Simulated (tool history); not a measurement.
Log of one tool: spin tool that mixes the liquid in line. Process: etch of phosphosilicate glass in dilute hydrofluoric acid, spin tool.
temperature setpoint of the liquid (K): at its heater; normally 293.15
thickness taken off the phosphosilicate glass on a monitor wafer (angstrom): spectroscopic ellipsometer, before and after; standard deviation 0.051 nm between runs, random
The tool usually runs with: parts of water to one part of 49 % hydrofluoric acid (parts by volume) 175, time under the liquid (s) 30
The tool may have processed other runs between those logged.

| run | day | temperature setpoint of the liquid (K) | parts of water to one part of 49 % hydrofluoric acid (parts by volume) | time under the liquid (s) | read-back film thickness of the phosphosilicate glass reference wafer, read on the same gauge (nm) | thickness taken off the phosphosilicate glass on a monitor wafer (angstrom) |
|---|---|---|---|---|---|---|
| 1 | 0 | 295.15 | 175 | 30 | 70.01 | 167.6 |
| 2 | 1.383 | 295.15 | 175 | 30 | 69.99 | 167.4 |
| 3 | 2.838 | 295.15 | 175 | 30 | 69.98 | 166.3 |
| 4 | 3.654 | 293.15 | 175 | 30 | 69.99 | 152.9 |
| 5 | 4.879 | 293.15 | 175 | 30 | 69.97 | 152.7 |
|  | 5.775 | hydrofluoric acid flow meter replaced |
| 6 | 6.083 | 293.15 | 175 | 30 | 70.01 | 172.5 |
| 7 | 6.983 | 293.15 | 175 | 30 | 69.99 | 172.1 |
| 8 | 8.029 | 293.15 | 175 | 30 | 70 | 171.9 |
|  | 8.375 | gauge calibrated |
|  | 8.483 | thermometer replaced |
| 9 | 9.212 | 297.65 | 175 | 30 | 70 | 218 |
| 10 | 10.088 | 293.15 | 175 | 30 | 70 | 182.1 |
| 11 | 11.542 | 295.65 | 220 | 25 | 70 | 126.9 |
| 12 | 12.467 | 293.15 | 175 | 15 | 69.99 | 90.6 |
| 13 | 13.358 | 295.15 | 175 | 45 | 70.01 | 293 |
| 14 | 14.354 | 293.15 | 175 | 30 | 70.02 | 181.6 |
| 15 | 15.088 | 296.15 | 215 | 15 | 69.99 | 79 |

Predict each of these 3 candidate next runs independently; none follows another, all start after run 15:
| A | 15.104 | 290.15 | 175 | 30 | ? | ? |
| B | 15.104 | 295.15 | 130 | 35 | ? | ? |
| C | 15.104 | 293.15 | 205 | 35 | ? | ? |

| run | read-back film thickness of the phosphosilicate glass reference wafer, read on the same gauge (nm) | thickness taken off the phosphosilicate glass on a monitor wafer (angstrom) |
|---|---|---|
| A | 70.02 | 159.5 |
| B | 70.02 | 320.8 |
| C | 70.02 | 174 |
With no hidden state in the tool, these same runs would have given:
| run | thickness taken off the phosphosilicate glass on a monitor wafer (angstrom) |
|---|---|
| A | 168.7 |
| B | 338.9 |
| C | 183.8 |
